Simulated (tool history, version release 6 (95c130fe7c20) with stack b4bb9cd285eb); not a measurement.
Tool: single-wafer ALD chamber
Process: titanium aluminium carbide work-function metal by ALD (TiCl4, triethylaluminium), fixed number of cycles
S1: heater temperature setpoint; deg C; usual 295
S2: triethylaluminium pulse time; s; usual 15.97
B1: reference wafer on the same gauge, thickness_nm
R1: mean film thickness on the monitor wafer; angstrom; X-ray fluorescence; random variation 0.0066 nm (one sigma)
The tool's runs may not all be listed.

run,hour,S1,S2,B1,R1
1,0,295,15.97,2.12,21.81
2,90.9,295,15.97,2.119,21.87
3,376.7,295,15.97,2.122,21.67
4,481.4,289,15.97,2.12,20.99
5,586,295,18.17,2.119,21.72
6,647.8,295,15.97,2.119,21.44
7,691.6,295,15.97,2.12,21.52
# hour 738.1: thermocouple changed; heater temperature recalibrated
# hour 785.7: triethylaluminium bottle replaced
8,931.7,295,15.97,2.119,21.89
# hour 983.3: gauge calibrated
9,1023.7,295,20.38,2.119,21.95
10,1065.3,295,20.38,2.12,22.13
11,1124.9,295,20.38,2.121,22.01
12,1206.4,295,10.91,2.122,21.51
13,1259.7,295,13.59,2.121,21.73
14,1386.1,285,22.22,2.121,20.98
15,1443.1,295,15.97,2.119,21.86
16,1513.2,304,15.97,2.119,22.7
17,1616.8,283,12.04,2.122,20.2
# hour 1682: showerhead replaced
18,1699.9,295,15.97,2.12,21.68
19,1789.5,295,10.73,2.12,21.02
20,1842.1,295,15.97,2.118,21.71
21,1897.4,309,10.37,2.121,22.37
22,1956.4,291,21.88,2.121,21.52
23,2013.5,303,19.89,2.121,22.76
24,2055.3,295,15.97,2.12,21.6
25,2134,295,15.97,2.119,21.46

3 ways to go on from here, each from the tool as it stands after run 25. What would each give?
A,2134.4,283,15.97,?,?
B,2134.4,301,21.11,?,?
C,2134.4,308,21.33,?,?

run,B1,R1
A,2.119,20.11
B,2.119,22.37
C,2.119,23.15
Without the tool's hidden state the same runs would have given:
run,R1
A,20.46
B,22.5
C,23.28

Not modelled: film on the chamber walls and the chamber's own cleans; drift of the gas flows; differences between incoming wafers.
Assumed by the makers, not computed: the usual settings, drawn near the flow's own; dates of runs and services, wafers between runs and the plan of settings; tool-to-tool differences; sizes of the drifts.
